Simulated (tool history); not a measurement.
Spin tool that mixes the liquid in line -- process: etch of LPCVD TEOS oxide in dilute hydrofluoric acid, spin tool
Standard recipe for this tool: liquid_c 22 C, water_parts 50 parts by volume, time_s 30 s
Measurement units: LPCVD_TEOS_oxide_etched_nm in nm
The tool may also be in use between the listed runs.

run,day,liquid_c,water_parts,time_s,"read-back film thickness of the LPCVD TEOS oxide reference wafer, read on the same gauge (nm)",LPCVD_TEOS_oxide_etched_nm
1,0,25,50,30,60.03,19.46
2,2.254,25,50,30,59.98,19.39
3,3.408,22,50,30,60.01,16.96
4,4.525,22,50,30,59.98,17.16
5,6.142,22,50,30,59.98,17.24
6,8.917,22,50,30,60.02,16.9
7,10.692,22,50,30,59.99,17.25
8,12.283,22,50,15,59.99,8.57
9,16.571,22,50,15,59.98,8.73
10,17.871,22,50,30,60,17.41
# day 18.133: gauge calibrated
11,19.608,22,50,25,59.99,14.61
# day 21.217: hydrofluoric acid flow meter replaced
12,22.375,24.5,50,30,60.02,19.45
13,23.821,24.5,50,30,60.02,19.37
14,25.45,24.5,50,30,59.99,19.41
15,26.875,20,60,40,59.99,17.49
16,29.621,22,70,20,60,8.03
17,31.542,26,50,30,60.02,20.6
18,34.079,26.5,25,30,59.99,44.1
19,36.217,22,50,30,60.02,17.52
20,39.142,17.5,30,30,60.01,24.75
21,41.829,22,50,30,59.99,17.76
# day 42.2: thermometer replaced
22,43.7,22,40,40,60.01,27.27
23,44.833,20,45,30,59.99,16.45
24,47.212,22,50,30,60,16.33
25,51.25,26,30,45,60.02,49.59
26,53.279,22,50,30,60.04,16.44
27,55,22,60,45,60.03,20.34
28,57.371,22,35,15,59.98,12.11
29,60.162,25,55,15,60,8.33

What was the tool's hidden state at every run in the log?
hydrofluoric acid flow below the setpoint (%): 0 at every run
gauge reads high (%): 0 at every run
H1: liquid hotter than its thermometer reads (K)
run,H1
1,2
2,2.05
3,2.07
4,2.1
5,2.13
6,2.19
7,2.22
8,2.26
9,2.35
10,2.37
11,2.41
12,2.47
13,2.5
14,2.53
15,2.56
16,2.62
17,2.66
18,2.71
19,2.75
20,2.82
21,2.87
22,0.742
23,0.766
24,0.815
25,0.899
26,0.941
27,0.977
28,1.03
29,1.08
